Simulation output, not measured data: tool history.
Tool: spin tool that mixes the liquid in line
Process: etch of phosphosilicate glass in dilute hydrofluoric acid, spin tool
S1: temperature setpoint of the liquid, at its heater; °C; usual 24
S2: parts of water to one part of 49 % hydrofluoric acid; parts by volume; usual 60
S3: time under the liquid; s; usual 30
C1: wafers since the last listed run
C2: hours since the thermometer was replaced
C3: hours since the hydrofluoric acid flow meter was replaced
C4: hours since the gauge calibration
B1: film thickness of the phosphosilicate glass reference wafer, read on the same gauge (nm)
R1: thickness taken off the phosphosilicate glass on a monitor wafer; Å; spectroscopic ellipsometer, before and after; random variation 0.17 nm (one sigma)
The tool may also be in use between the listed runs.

Run 1, hour 0: usual settings but S3 25 s; C1 0; C2 1420.5; C3 2150; C4 96.1; B1 130.01. Result: R1 449.1 Å.
Run 2, hour 17.3: usual settings but S3 25 s; C1 324; C2 1437.8; C3 2167.3; C4 113.4; B1 129.99. Result: R1 449.1 Å.
Run 3, hour 33.6: usual settings but S3 25 s; C1 305; C2 1454.1; C3 2183.6; C4 129.7; B1 129.99. Result: R1 451.2 Å.
Run 4, hour 44.7: usual settings but S3 45 s; C1 207; C2 1465.2; C3 2194.7; C4 140.8; B1 129.99. Result: R1 809.3 Å.
Run 5, hour 59.2: usual settings; C1 271; C2 1479.7; C3 2209.2; C4 155.3; B1 130. Result: R1 540.5 Å.
Run 6, hour 73.4: usual settings but S2 80 parts by volume, S3 20 s; C1 265; C2 1493.9; C3 2223.4; C4 169.5; B1 130.03. Result: R1 263.3 Å.
At hour 85: gauge calibrated.
Run 7, hour 90.8: usual settings but S2 80 parts by volume, S3 20 s; C1 325; C2 1511.3; C3 2240.8; C4 5.8; B1 130.02. Result: R1 260.3 Å.
At hour 96.3: thermometer replaced.
At hour 98.5: hydrofluoric acid flow meter replaced.
Run 8, hour 108.2: usual settings but S2 80 parts by volume, S3 20 s; C1 288; C2 11.9; C3 9.7; C4 23.2; B1 130. Result: R1 305.7 Å.
Run 9, hour 119: usual settings but S2 80 parts by volume, S3 15 s; C1 202; C2 22.7; C3 20.5; C4 34; B1 129.98. Result: R1 229.7 Å.
Run 10, hour 132.3: usual settings but S1 28 °C, S2 45 parts by volume, S3 25 s; C1 249; C2 36; C3 33.8; C4 47.3; B1 130.02. Result: R1 838.9 Å.
Run 11, hour 139.2: usual settings but S1 20.5 °C; C1 129; C2 42.9; C3 40.7; C4 54.2; B1 129.99. Result: R1 544.6 Å.
Run 12, hour 152.6: usual settings but S1 26.5 °C, S2 80 parts by volume, S3 40 s; C1 250; C2 56.3; C3 54.1; C4 67.6; B1 130. Result: R1 678.5 Å.
Run 13, hour 158.9: usual settings but S3 45 s; C1 117; C2 62.6; C3 60.4; C4 73.9; B1 130.02. Result: R1 942.6 Å.
Run 14, hour 165.7: usual settings but S2 85 parts by volume; C1 127; C2 69.4; C3 67.2; C4 80.7; B1 130. Result: R1 428.9 Å.
Run 15, hour 178.9: usual settings but S1 26 °C, S2 70 parts by volume, S3 15 s; C1 247; C2 82.6; C3 80.4; C4 93.9; B1 130.03. Result: R1 287 Å.
Run 16, hour 190.7: usual settings; C1 220; C2 94.4; C3 92.2; C4 105.7; B1 130.03. Result: R1 627.9 Å.

How the hidden state differs across the entries between the runs, from the last listed run before each to the first after it:
Between runs 6 and 7: gauge calibrated (hour 85)
  hydrofluoric acid flow below the setpoint (%): 14 -> 14.1
  measured less the result without the state, R1: -48 -> -47.9 Å
Between runs 7 and 8: thermometer replaced (hour 96.3); hydrofluoric acid flow meter replaced (hour 98.5)
  hydrofluoric acid flow below the setpoint (%): 14.1 -> 0.697
  measured less the result without the state, R1: -47.9 -> -2.4 Å
